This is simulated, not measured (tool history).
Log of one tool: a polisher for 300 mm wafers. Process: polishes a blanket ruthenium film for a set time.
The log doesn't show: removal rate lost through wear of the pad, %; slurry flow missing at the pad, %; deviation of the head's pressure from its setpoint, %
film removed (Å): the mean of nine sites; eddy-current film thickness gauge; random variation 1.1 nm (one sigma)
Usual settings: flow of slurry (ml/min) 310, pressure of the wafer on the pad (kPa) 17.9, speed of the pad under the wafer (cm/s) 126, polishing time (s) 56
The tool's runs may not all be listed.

run    hour  flow of slurry (ml/min)  pressure of the wafer on the pad (kPa)  speed of the pad under the wafer (cm/s)  polishing time (s)  wafers since the last listed run  wafers polished on this pad  hours since the slurry nozzle was cleaned  hours since the head pressure was calibrated  incoming thickness of the incoming film, nm  film removed (Å)
  1       0                      310                                    15.9                                      126                  56                                 0                         2790                                      191.4                                          13.9                                        531.1              1022
       23.5  -- worn pad replaced by a new one
  2    75.3                      310                                    15.9                                      126                  56                               634                          461                                      266.7                                          89.2                                        522.3              1015
  3     133                      310                                    15.9                                      126                  56                               513                          974                                      324.4                                         146.9                                        535.4              1006
      195.6  -- slurry nozzle cleaned
  4   225.9                      310                                    17.9                                      126                  40                               818                         1792                                       30.3                                         239.8                                          529               845
  5   301.2                      280                                    17.9                                      126                  56                               670                         2463                                      105.6                                         315.1                                          533              1155
  6   370.9                      280                                    17.9                                      126                  56                               620                         3083                                      175.3                                         384.8                                        531.7              1125
        414  -- worn pad replaced by a new one
  7   422.5                      280                                    17.9                                      126                  56                               423                           75                                      226.9                                         436.4                                        519.6              1132
  8   518.3                      310                                    17.9                                      126                  56                               852                          928                                      322.7                                         532.2                                        532.1              1118
        581  -- slurry nozzle cleaned
      737.1  -- worn pad replaced by a new one
  9     785                      310                                    17.9                                      126                  56                              2329                          426                                        204                                         798.9                                        528.7              1145
 10   861.5                      310                                    17.9                                      126                  56                               680                         1107                                      280.5                                         875.4                                          526              1131
 11   911.6                      310                                    17.9                                      126                  56                               445                         1552                                      330.6                                         925.5                                          531              1125
      921.1  -- head pressure recalibrated
      958.5  -- slurry nozzle cleaned
 12   967.6                      390                                    15.2                                      142                  42                               471                         2024                                        9.1                                          46.5                                        530.3               872
 13  1031.7                      310                                    17.9                                      126                  56                               570                         2595                                       73.2                                         110.6                                          539              1153
     1079.7  -- worn pad replaced by a new one
 14    1286                      310                                    17.9                                      126                  68                              2228                         1835                                      327.5                                         364.9                                        530.6              1334
       1317  -- slurry nozzle cleaned
 15  1386.2                      310                                    17.9                                      144                  56                               883                         2718                                       69.2                                         465.1                                        528.6              1324
     1405.5  -- worn pad replaced by a new one
 16  1435.5                      345                                    23.4                                      166                  56                               403                          267                                      118.5                                         514.4                                        529.2              1906
 17  1519.1                      310                                    17.9                                      126                  56                               744                         1011                                      202.1                                           598                                        531.4              1121
 18  1601.6                      395                                    22.1                                       92                  49                               734                         1745                                      284.6                                         680.5                                        532.5               864
     1643.1  -- slurry nozzle cleaned
 19  1677.9                      380                                    22.1                                      150                  68                               670                         2416                                       34.8                                         756.8                                        530.7              2046
 20  1735.7                      240                                    17.9                                      126                  40                               514                         2930                                       92.6                                         814.6                                          524               793
       1750  -- worn pad replaced by a new one
 21  1775.8                      260                                    23.4                                      102                  56                               321                          229                                      132.7                                         854.7                                        525.8              1129

Forecast each of these 5 alternatives for the next run:
  A  1776.2                      310                                    17.9                                      126                  44                                 3                          233                                      133.1                                         855.1                                        531.3                 ?
  B  1776.2                      265                                    15.2                                      166                  76                                 3                          233                                      133.1                                         855.1                                        531.3                 ?
  C  1776.2                      365                                    14.5                                      126                  56                                 3                          233                                      133.1                                         855.1                                        531.3                 ?
  D  1776.2                      310                                    17.9                                       90                  56                                 3                          233                                      133.1                                         855.1                                        531.3                 ?
  E  1776.2                      310                                    17.9                                      104                  56                                 3                          233                                      133.1                                         855.1                                        531.3                 ?

run  film removed (Å)
  A               903
  B              1754
  C               974
  D               821
  E               948
Without the tool's hidden state the same runs would have given:
run  film removed (Å)
  A               933
  B              1822
  C              1003
  D               849
  E               981
